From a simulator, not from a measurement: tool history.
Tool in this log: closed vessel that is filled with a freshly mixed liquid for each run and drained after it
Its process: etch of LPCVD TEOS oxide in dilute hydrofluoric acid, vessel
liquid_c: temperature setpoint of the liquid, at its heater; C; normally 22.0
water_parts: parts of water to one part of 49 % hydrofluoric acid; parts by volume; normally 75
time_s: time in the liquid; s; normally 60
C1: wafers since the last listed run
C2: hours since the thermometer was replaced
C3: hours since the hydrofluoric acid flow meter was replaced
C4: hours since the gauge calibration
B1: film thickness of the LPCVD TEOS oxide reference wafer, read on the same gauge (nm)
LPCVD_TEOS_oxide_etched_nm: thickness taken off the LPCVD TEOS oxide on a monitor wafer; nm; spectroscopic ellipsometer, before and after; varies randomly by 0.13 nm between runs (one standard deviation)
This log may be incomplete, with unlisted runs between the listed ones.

{"run": 1, "hour": 0.0, "liquid_c": 20.0, "water_parts": 75, "time_s": 40, "C1": 0, "C2": 1761.9, "C3": 459.3, "C4": 1815.0, "B1": 69.99, "LPCVD_TEOS_oxide_etched_nm": 15.91}
{"run": 2, "hour": 40.7, "liquid_c": 20.0, "water_parts": 75, "time_s": 40, "C1": 5199, "C2": 1802.6, "C3": 500.0, "C4": 1855.7, "B1": 70.01, "LPCVD_TEOS_oxide_etched_nm": 15.94}
{"hour": 58.2, "done": "thermometer replaced"}
{"run": 3, "hour": 82.0, "liquid_c": 20.0, "water_parts": 75, "time_s": 40, "C1": 5148, "C2": 23.8, "C3": 541.3, "C4": 1897.0, "B1": 70.02, "LPCVD_TEOS_oxide_etched_nm": 15.93}
{"run": 4, "hour": 174.9, "liquid_c": 22.0, "water_parts": 100, "time_s": 60, "C1": 11867, "C2": 116.7, "C3": 634.2, "C4": 1989.9, "B1": 69.96, "LPCVD_TEOS_oxide_etched_nm": 18.96}
{"hour": 177.2, "done": "gauge calibrated"}
{"run": 5, "hour": 277.8, "liquid_c": 22.0, "water_parts": 100, "time_s": 60, "C1": 13145, "C2": 219.6, "C3": 737.1, "C4": 100.6, "B1": 69.99, "LPCVD_TEOS_oxide_etched_nm": 18.96}
{"run": 6, "hour": 323.4, "liquid_c": 22.0, "water_parts": 100, "time_s": 60, "C1": 5825, "C2": 265.2, "C3": 782.7, "C4": 146.2, "B1": 69.98, "LPCVD_TEOS_oxide_etched_nm": 18.91}
{"run": 7, "hour": 363.5, "liquid_c": 22.0, "water_parts": 60, "time_s": 40, "C1": 5122, "C2": 305.3, "C3": 822.8, "C4": 186.3, "B1": 69.99, "LPCVD_TEOS_oxide_etched_nm": 21.85}
{"run": 8, "hour": 455.9, "liquid_c": 21.0, "water_parts": 75, "time_s": 30, "C1": 11803, "C2": 397.7, "C3": 915.2, "C4": 278.7, "B1": 69.94, "LPCVD_TEOS_oxide_etched_nm": 12.4}
{"run": 9, "hour": 513.5, "liquid_c": 21.0, "water_parts": 75, "time_s": 30, "C1": 7358, "C2": 455.3, "C3": 972.8, "C4": 336.3, "B1": 70.02, "LPCVD_TEOS_oxide_etched_nm": 12.32}
{"run": 10, "hour": 613.8, "liquid_c": 21.0, "water_parts": 75, "time_s": 30, "C1": 12813, "C2": 555.6, "C3": 1073.1, "C4": 436.6, "B1": 69.99, "LPCVD_TEOS_oxide_etched_nm": 12.29}
{"run": 11, "hour": 690.6, "liquid_c": 22.0, "water_parts": 75, "time_s": 60, "C1": 9811, "C2": 632.4, "C3": 1149.9, "C4": 513.4, "B1": 69.99, "LPCVD_TEOS_oxide_etched_nm": 25.71}
{"run": 12, "hour": 792.1, "liquid_c": 22.0, "water_parts": 75, "time_s": 60, "C1": 12966, "C2": 733.9, "C3": 1251.4, "C4": 614.9, "B1": 69.99, "LPCVD_TEOS_oxide_etched_nm": 25.62}
{"run": 13, "hour": 838.4, "liquid_c": 22.0, "water_parts": 75, "time_s": 60, "C1": 5914, "C2": 780.2, "C3": 1297.7, "C4": 661.2, "B1": 70.02, "LPCVD_TEOS_oxide_etched_nm": 25.68}
{"run": 14, "hour": 924.8, "liquid_c": 22.0, "water_parts": 75, "time_s": 60, "C1": 11037, "C2": 866.6, "C3": 1384.1, "C4": 747.6, "B1": 70.01, "LPCVD_TEOS_oxide_etched_nm": 25.49}
{"hour": 1000.9, "done": "hydrofluoric acid flow meter replaced"}
{"run": 15, "hour": 1029.1, "liquid_c": 22.0, "water_parts": 75, "time_s": 60, "C1": 13196, "C2": 970.9, "C3": 28.2, "C4": 851.9, "B1": 69.99, "LPCVD_TEOS_oxide_etched_nm": 26.02}
{"run": 16, "hour": 1129.9, "liquid_c": 22.0, "water_parts": 75, "time_s": 60, "C1": 12877, "C2": 1071.7, "C3": 129.0, "C4": 952.7, "B1": 69.99, "LPCVD_TEOS_oxide_etched_nm": 26.36}
{"run": 17, "hour": 1224.6, "liquid_c": 22.0, "water_parts": 75, "time_s": 45, "C1": 12097, "C2": 1166.4, "C3": 223.7, "C4": 1047.4, "B1": 69.98, "LPCVD_TEOS_oxide_etched_nm": 19.44}
{"run": 18, "hour": 1313.8, "liquid_c": 19.5, "water_parts": 95, "time_s": 35, "C1": 11395, "C2": 1255.6, "C3": 312.9, "C4": 1136.6, "B1": 70.0, "LPCVD_TEOS_oxide_etched_nm": 10.56}
{"run": 19, "hour": 1442.9, "liquid_c": 23.5, "water_parts": 40, "time_s": 30, "C1": 16492, "C2": 1384.7, "C3": 442.0, "C4": 1265.7, "B1": 69.97, "LPCVD_TEOS_oxide_etched_nm": 27.08}
{"run": 20, "hour": 1507.4, "liquid_c": 24.0, "water_parts": 100, "time_s": 70, "C1": 8239, "C2": 1449.2, "C3": 506.5, "C4": 1330.2, "B1": 70.01, "LPCVD_TEOS_oxide_etched_nm": 23.53}
{"hour": 1561.8, "done": "thermometer replaced"}
{"hour": 1752.9, "done": "gauge calibrated"}
{"run": 21, "hour": 1818.6, "liquid_c": 19.5, "water_parts": 45, "time_s": 40, "C1": 39627, "C2": 256.8, "C3": 817.7, "C4": 65.7, "B1": 69.98, "LPCVD_TEOS_oxide_etched_nm": 26.58}

Run 22, settings as shown, results not yet in. Your forecast:
{"run": 22, "hour": 1876.8, "liquid_c": 17.0, "water_parts": 50, "time_s": 30, "C1": 7434, "C2": 315.0, "C3": 875.9, "C4": 123.9, "B1": "?", "LPCVD_TEOS_oxide_etched_nm": "?"}

B1: 69.97
LPCVD_TEOS_oxide_etched_nm: 16.01 nm
Had the tool carried no hidden state, the very same run would have given LPCVD_TEOS_oxide_etched_nm 16.28 nm.
